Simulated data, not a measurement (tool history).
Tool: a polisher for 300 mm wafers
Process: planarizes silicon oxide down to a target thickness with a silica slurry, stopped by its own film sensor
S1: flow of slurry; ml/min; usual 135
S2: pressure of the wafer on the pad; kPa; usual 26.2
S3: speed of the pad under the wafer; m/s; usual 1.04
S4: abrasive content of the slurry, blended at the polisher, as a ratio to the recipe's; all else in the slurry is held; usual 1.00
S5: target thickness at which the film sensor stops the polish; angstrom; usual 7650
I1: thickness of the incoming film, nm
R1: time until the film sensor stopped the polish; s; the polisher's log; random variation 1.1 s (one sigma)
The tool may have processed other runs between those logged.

run 1 hour=0.0 | S1=135 S2=26.2 S3=1.04 S4=1.15 S5=7650 | I1=957.7 | R1=81.5
run 2 hour=48.8 | S1=135 S2=26.2 S3=1.04 S4=1.15 S5=7650 | I1=954.8 | R1=84.5
run 3 hour=93.2 | S1=135 S2=30.3 S3=1.04 S4=1.00 S5=7650 | I1=950.1 | R1=78.9
-- hour=121.4 slurry blender recalibrated
run 4 hour=159.7 | S1=135 S2=26.2 S3=1.04 S4=1.00 S5=7650 | I1=935.8 | R1=86.9
-- hour=180.5 worn pad replaced by a new one
run 5 hour=229.0 | S1=135 S2=26.2 S3=1.04 S4=1.00 S5=7650 | I1=950.5 | R1=86.0
-- hour=252.3 slurry nozzle cleaned
run 6 hour=255.3 | S1=135 S2=20.7 S3=1.04 S4=1.00 S5=8170 | I1=942.8 | R1=69.8
run 7 hour=299.7 | S1=135 S2=20.7 S3=1.04 S4=1.00 S5=8170 | I1=960.9 | R1=81.5
run 8 hour=326.2 | S1=135 S2=20.7 S3=1.04 S4=1.00 S5=8170 | I1=958.6 | R1=77.3
run 9 hour=356.3 | S1=110 S2=26.2 S3=1.04 S4=1.00 S5=7650 | I1=955.9 | R1=93.5
-- hour=447.2 conditioning disc replaced and pad reconditioned
run 10 hour=473.8 | S1=135 S2=30.3 S3=1.28 S4=1.00 S5=7650 | I1=965.4 | R1=74.1
-- hour=488.8 slurry blender recalibrated
-- hour=503.8 worn pad replaced by a new one
run 11 hour=504.3 | S1=110 S2=29.0 S3=1.34 S4=0.90 S5=7650 | I1=953.1 | R1=72.8
run 12 hour=549.6 | S1=110 S2=26.2 S3=1.04 S4=1.00 S5=7650 | I1=947.0 | R1=88.8
run 13 hour=618.4 | S1=175 S2=31.0 S3=0.80 S4=0.75 S5=7650 | I1=937.4 | R1=100.0
run 14 hour=667.9 | S1=135 S2=31.0 S3=1.24 S4=1.00 S5=7650 | I1=933.6 | R1=59.5
run 15 hour=736.3 | S1=180 S2=26.2 S3=1.04 S4=1.00 S5=7650 | I1=971.0 | R1=92.9
-- hour=742.7 slurry nozzle cleaned
-- hour=818.1 slurry blender recalibrated
run 16 hour=840.4 | S1=135 S2=26.2 S3=0.70 S4=0.90 S5=7650 | I1=962.6 | R1=149.6
-- hour=857.0 worn pad replaced by a new one
-- hour=904.9 conditioning disc replaced and pad reconditioned
run 17 hour=912.8 | S1=135 S2=26.2 S3=1.04 S4=1.00 S5=7650 | I1=939.6 | R1=80.3
-- hour=949.0 head pressure recalibrated
run 18 hour=980.7 | S1=135 S2=26.2 S3=1.04 S4=1.00 S5=7470 | I1=932.3 | R1=84.9
run 19 hour=1038.6 | S1=135 S2=19.3 S3=1.30 S4=1.00 S5=7650 | I1=959.7 | R1=96.3
run 20 hour=1079.1 | S1=135 S2=26.2 S3=1.04 S4=1.25 S5=7650 | I1=941.2 | R1=73.6
-- hour=1128.0 slurry blender recalibrated
run 21 hour=1147.0 | S1=135 S2=26.2 S3=1.04 S4=1.00 S5=7110 | I1=944.2 | R1=116.5
run 22 hour=1181.5 | S1=135 S2=26.2 S3=1.04 S4=1.00 S5=7650 | I1=949.4 | R1=92.6
run 23 hour=1208.1 | S1=135 S2=26.2 S3=1.04 S4=1.00 S5=7650 | I1=951.0 | R1=95.9
-- hour=1219.3 worn pad replaced by a new one
-- hour=1259.6 slurry nozzle cleaned
run 24 hour=1265.2 | S1=135 S2=31.7 S3=1.04 S4=0.85 S5=7650 | I1=936.9 | R1=73.9
run 25 hour=1299.7 | S1=135 S2=26.2 S3=1.04 S4=1.00 S5=7650 | I1=952.9 | R1=86.7

Give the tool's hidden conditions for every run:
slurry flow missing at the pad, %: 0 in every run
deviation of the head's pressure from its setpoint, %: 0 in every run
abrasive missing from the slurry, %: 0 in every run
time polished since the conditioner stopped cutting, s: 0 in every run
H1: removal rate lost through wear of the pad, %
run=1 H1=2.71
run=2 H1=4.52
run=3 H1=6.58
run=4 H1=10.4
run=5 H1=0.767
run=6 H1=1.09
run=7 H1=1.93
run=8 H1=2.62
run=9 H1=3.57
run=10 H1=8.99
run=11 H1=1
run=12 H1=1.21
run=13 H1=2.3
run=14 H1=3.65
run=15 H1=6.32
run=16 H1=12.1
run=17 H1=0.358
run=18 H1=1.56
run=19 H1=3.3
run=20 H1=4.9
run=21 H1=8.32
run=22 H1=10.4
run=23 H1=12.2
run=24 H1=0.378
run=25 H1=0.806
